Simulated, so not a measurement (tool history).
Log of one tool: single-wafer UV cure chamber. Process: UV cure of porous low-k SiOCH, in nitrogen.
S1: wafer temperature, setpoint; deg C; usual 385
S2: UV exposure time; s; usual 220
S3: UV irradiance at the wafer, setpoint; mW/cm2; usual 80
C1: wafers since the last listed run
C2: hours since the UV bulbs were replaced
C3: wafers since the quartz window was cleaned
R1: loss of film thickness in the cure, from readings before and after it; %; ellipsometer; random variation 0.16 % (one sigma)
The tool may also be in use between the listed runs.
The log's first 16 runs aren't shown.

run    hour   S1   S2   S3    C1      C2    C3      R1
     1247.9  -- UV bulbs replaced
 17  1278.8  385  220   68   678    30.9   789  11.116
 18  1386.4  385  220   80   741   138.5  1530  11.405
 19  1424.6  385  220   96   263   176.7  1793  12.571
 20  1485.5  398  220   80   419   237.6  2213  11.448
     1691.5  -- quartz window cleaned
 21  1748.4  379  335   96  1756   500.5   391  15.126
 22  1818.5  400  175   80   482   570.6   874  10.863
 23  1870.4  385  220   80   357   622.5  1232  11.662
 24  1931.1  385  330   80   418   683.2  1650  13.846
 25  1992.7  385  220   80   424   744.8  2074  11.576
     2251.6  -- quartz window cleaned
 26  2301.7  366  300  119  2073  1053.8   345  15.284
     2355.8  -- UV bulbs replaced
 27  2387.0  385  150   69   532    31.2   877   9.334

The next listed run, before its measurement:
 28  2474.8  403  145  118  604  119.0  1482   ?

{"run 28": {"R1": 12.017}}
Without the tool's hidden state the same run would have given R1 12.840 %.
